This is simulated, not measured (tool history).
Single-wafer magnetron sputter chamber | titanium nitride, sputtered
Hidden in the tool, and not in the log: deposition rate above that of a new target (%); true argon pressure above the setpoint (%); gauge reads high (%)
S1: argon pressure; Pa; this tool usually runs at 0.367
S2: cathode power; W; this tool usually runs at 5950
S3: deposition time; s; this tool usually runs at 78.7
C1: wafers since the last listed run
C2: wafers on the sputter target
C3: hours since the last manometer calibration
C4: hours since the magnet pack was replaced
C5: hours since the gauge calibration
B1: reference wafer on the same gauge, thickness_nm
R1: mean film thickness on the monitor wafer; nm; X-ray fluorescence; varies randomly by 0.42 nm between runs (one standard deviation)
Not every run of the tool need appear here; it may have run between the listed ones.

run	hour	S1	S2	S3	C1	C2	C3	C4	C5	B1	R1
1	0.0	0.367	5950	78.7	0	2534	1265.7	7224.2	182.9	85.870	87.554
2	24.5	0.367	5950	78.7	400	2935	1290.2	7248.7	207.4	85.753	87.548
3	37.7	0.367	5950	78.7	215	3151	1303.4	7261.9	220.6	85.910	88.259
4	59.1	0.367	6900	89.8	350	3501	1324.8	7283.3	242.0	85.787	115.619
5	72.5	0.367	5950	78.7	219	3720	1338.2	7296.7	255.4	85.827	88.335
6	101.3	0.367	5950	78.7	471	4191	1367.0	7325.5	284.2	85.743	88.213
# hour 127.0: gauge calibrated
7	133.3	0.367	5950	78.7	523	4715	1399.0	7357.5	6.3	85.742	87.729
8	158.1	0.367	5950	78.7	405	5121	1423.8	7382.3	31.1	85.835	87.502
9	175.3	0.367	5950	78.7	281	5402	1441.0	7399.5	48.3	85.757	87.814
10	200.2	0.367	5950	78.7	407	5810	1465.9	7424.4	73.2	85.900	88.414
# hour 244.9: sputter target and shields replaced
11	252.6	0.367	5950	78.7	726	126	1518.3	7476.8	125.6	85.950	87.550
12	276.4	0.473	6350	84.7	389	516	1542.1	7500.6	149.4	85.772	93.760
13	306.6	0.367	5950	84.6	494	1010	1572.3	7530.8	179.6	85.718	94.520
14	319.5	0.367	5950	78.7	211	1221	1585.2	7543.7	192.5	85.730	87.872
15	343.5	0.425	6750	89.2	392	1614	1609.2	7567.7	216.5	85.853	109.145
16	362.9	0.367	6900	89.8	317	1931	1628.6	7587.1	235.9	85.752	116.197
# hour 393.1: capacitance manometer re-zeroed and calibrated
17	393.6	0.367	7400	78.7	371	2302	0.5	7617.8	266.6	85.897	110.087
# hour 409.0: gauge calibrated
# hour 412.8: magnet pack replaced
18	423.7	0.261	7250	78.7	361	2664	30.6	10.9	14.7	85.964	114.425
19	452.4	0.367	4850	90.0	469	3134	59.3	39.6	43.4	85.847	81.517
20	528.3	0.465	4650	67.5	1241	4376	135.2	115.5	119.3	85.718	55.532

Entry by entry between the runs, the difference in hidden state between the last listed run before and the first listed run after:
Logged between run 6 and run 7: gauge calibrated (hour 127.0)
  nothing in the hidden state changes from one run to the other
Logged between run 10 and run 11: sputter target and shields replaced (hour 244.9)
  nothing in the hidden state changes from one run to the other
Logged between run 16 and run 17: capacitance manometer re-zeroed and calibrated (hour 393.1)
  nothing in the hidden state changes from one run to the other
Logged between run 17 and run 18: gauge calibrated (hour 409.0); magnet pack replaced (hour 412.8)
  nothing in the hidden state changes from one run to the other
